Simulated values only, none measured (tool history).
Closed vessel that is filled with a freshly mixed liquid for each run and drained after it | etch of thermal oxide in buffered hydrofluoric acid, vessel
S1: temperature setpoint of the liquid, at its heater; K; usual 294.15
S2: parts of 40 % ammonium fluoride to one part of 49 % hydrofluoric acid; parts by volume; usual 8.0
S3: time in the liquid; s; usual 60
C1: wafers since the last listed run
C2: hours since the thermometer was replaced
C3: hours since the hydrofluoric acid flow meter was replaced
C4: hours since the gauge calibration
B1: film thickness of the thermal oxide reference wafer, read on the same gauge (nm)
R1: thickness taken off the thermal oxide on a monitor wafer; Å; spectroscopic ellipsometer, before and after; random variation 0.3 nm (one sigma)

run	hour	S1	S2	S3	C1	C2	C3	C4	B1	R1
1	0.0	294.15	8.0	60	0	610.9	1730.3	162.7	50.01	691.2
2	64.1	294.15	10.0	60	5937	675.0	1794.4	226.8	50.02	556.2
3	95.9	294.15	8.0	60	2945	706.8	1826.2	258.6	50.00	694.5
4	152.2	294.15	8.0	60	5215	763.1	1882.5	314.9	50.01	695.5
5	186.8	295.65	6.0	60	3205	797.7	1917.1	349.5	49.98	984.6
6	212.9	295.65	6.0	60	2417	823.8	1943.2	375.6	50.00	986.0
7	262.2	295.65	6.0	60	4566	873.1	1992.5	424.9	49.99	983.8
8	307.8	294.15	10.5	60	4224	918.7	2038.1	470.5	49.99	539.1
9	520.7	298.65	10.5	90	19721	1131.6	2251.0	683.4	49.99	1039.1
# hour 544.9: thermometer replaced
10	583.7	294.15	8.0	60	5743	38.8	2314.0	746.4	50.00	706.8
11	642.8	291.15	5.0	75	5474	97.9	2373.1	805.5	50.01	1138.9
# hour 686.8: hydrofluoric acid flow meter replaced
12	691.3	290.15	5.5	35	4400	146.4	4.5	854.0	50.00	436.2
# hour 729.7: gauge calibrated
13	749.3	292.65	7.0	45	5372	204.4	62.5	19.6	49.99	527.0
14	866.2	294.15	8.0	60	10828	321.3	179.4	136.5	50.02	667.0
15	905.0	294.15	8.0	40	3594	360.1	218.2	175.3	49.98	442.0

The next listed run, before its measurement:
16	965.8	294.15	7.0	70	5632	420.9	279.0	236.1	?	?

Run 16 gave B1 49.99, R1 891.6 Å.
Without the tool's hidden state the same run would have given R1 874.5 Å.
